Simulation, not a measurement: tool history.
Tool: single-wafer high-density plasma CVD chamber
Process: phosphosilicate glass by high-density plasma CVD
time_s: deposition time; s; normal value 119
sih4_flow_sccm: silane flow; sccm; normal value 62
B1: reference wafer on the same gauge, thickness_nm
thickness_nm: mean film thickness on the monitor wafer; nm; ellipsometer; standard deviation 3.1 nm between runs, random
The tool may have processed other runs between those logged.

run 1 hour=0 | time_s=119 sih4_flow_sccm=52 | B1=658.678 | thickness_nm=555.004
run 2 hour=81.2 | time_s=119 sih4_flow_sccm=52 | B1=659.707 | thickness_nm=555.353
run 3 hour=130.5 | time_s=119 sih4_flow_sccm=52 | B1=658.061 | thickness_nm=553.528
-- hour=193.2 gauge calibrated
run 4 hour=213.1 | time_s=119 sih4_flow_sccm=62 | B1=659.253 | thickness_nm=664.632
run 5 hour=271.4 | time_s=119 sih4_flow_sccm=62 | B1=658.388 | thickness_nm=666.87
run 6 hour=336.3 | time_s=119 sih4_flow_sccm=66 | B1=659.595 | thickness_nm=711.536
run 7 hour=373.5 | time_s=119 sih4_flow_sccm=62 | B1=658.56 | thickness_nm=666.549
run 8 hour=656 | time_s=119 sih4_flow_sccm=62 | B1=658.969 | thickness_nm=686.97
run 9 hour=757.2 | time_s=102 sih4_flow_sccm=70 | B1=660.468 | thickness_nm=661.135
-- hour=802.6 silane flow controller replaced
run 10 hour=821.7 | time_s=119 sih4_flow_sccm=62 | B1=659.076 | thickness_nm=644.942
run 11 hour=859.6 | time_s=140 sih4_flow_sccm=50 | B1=659.678 | thickness_nm=609.814
run 12 hour=905.8 | time_s=109 sih4_flow_sccm=70 | B1=657.255 | thickness_nm=667.394
run 13 hour=980.1 | time_s=109 sih4_flow_sccm=50 | B1=659.18 | thickness_nm=475.927
-- hour=987.6 gauge calibrated
run 14 hour=1065.8 | time_s=132 sih4_flow_sccm=65 | B1=660.281 | thickness_nm=757.332
run 15 hour=1163.2 | time_s=119 sih4_flow_sccm=69 | B1=659.282 | thickness_nm=722.266
run 16 hour=1235.6 | time_s=134 sih4_flow_sccm=66 | B1=658.909 | thickness_nm=773.112
run 17 hour=1284.4 | time_s=119 sih4_flow_sccm=66 | B1=659.062 | thickness_nm=692.016
run 18 hour=1360.1 | time_s=138 sih4_flow_sccm=66 | B1=658.486 | thickness_nm=798.983

What if the next run were any one of these 3? Each begins from the tool's condition after run 18:
run A hour=1360.5 | time_s=97 sih4_flow_sccm=62 | B1=? | thickness_nm=?
run B hour=1360.5 | time_s=131 sih4_flow_sccm=51 | B1=? | thickness_nm=?
run C hour=1360.5 | time_s=133 sih4_flow_sccm=65 | B1=? | thickness_nm=?

run=A B1=659.207 thickness_nm=526.976
run=B B1=659.207 thickness_nm=585.421
run=C B1=659.207 thickness_nm=757.517
Without the tool's hidden state the same runs would have given:
run=A thickness_nm=522.361
run=B thickness_nm=580.295
run=C thickness_nm=750.884
